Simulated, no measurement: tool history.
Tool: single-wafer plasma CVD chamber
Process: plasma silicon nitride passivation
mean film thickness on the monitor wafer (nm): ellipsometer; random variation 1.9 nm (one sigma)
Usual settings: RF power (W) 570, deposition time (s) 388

run	hour	RF power (W)	deposition time (s)	wafers since the last listed run	hours since the last RF generator calibration	hours since the showerhead was replaced	hours since the gauge calibration	read-back reference wafer on the same gauge, thickness_nm	mean film thickness on the monitor wafer (nm)
1	0.0	595	388	0	638.3	5952.0	283.5	579.359	536.201
2	62.5	570	388	193	700.8	6014.5	346.0	578.711	529.150
3	108.2	570	388	141	746.5	6060.2	391.7	578.728	529.809
4	162.3	570	388	167	800.6	6114.3	445.8	578.444	530.283
5	193.5	570	388	96	831.8	6145.5	477.0	578.656	524.434
6	224.6	570	360	96	862.9	6176.6	508.1	578.632	484.622
7	263.6	660	359	120	901.9	6215.6	547.1	578.300	506.298
# hour 304.7: RF generator calibrated
8	320.4	570	388	151	15.7	6272.4	603.9	578.797	532.977
9	388.0	460	326	209	83.3	6340.0	671.5	579.528	418.271
# hour 419.4: showerhead replaced
# hour 425.2: gauge calibrated
10	453.5	475	318	178	148.8	34.1	28.3	578.746	412.269
11	502.1	605	434	150	197.4	82.7	76.9	578.220	607.082
12	557.6	610	388	172	252.9	138.2	132.4	579.520	543.038
13	598.1	535	351	125	293.4	178.7	172.9	578.776	473.038
14	629.2	475	352	96	324.5	209.8	204.0	579.347	455.196
15	670.9	570	388	129	366.2	251.5	245.7	579.444	531.697
16	709.2	570	388	118	404.5	289.8	284.0	579.537	531.272
17	739.9	540	365	95	435.2	320.5	314.7	578.799	490.369

What the log doesn't show, run by run:
gauge reads high (%): 0 in every run
H1: delivered RF power above the setpoint (%)
run	H1
1	-3.41
2	-4.06
3	-4.57
4	-5.22
5	-5.61
6	-6.02
7	-6.55
8	-0.711
9	-0.763
10	-0.881
11	-1.01
12	-1.2
13	-1.38
14	-1.52
15	-1.75
16	-1.98
17	-2.18
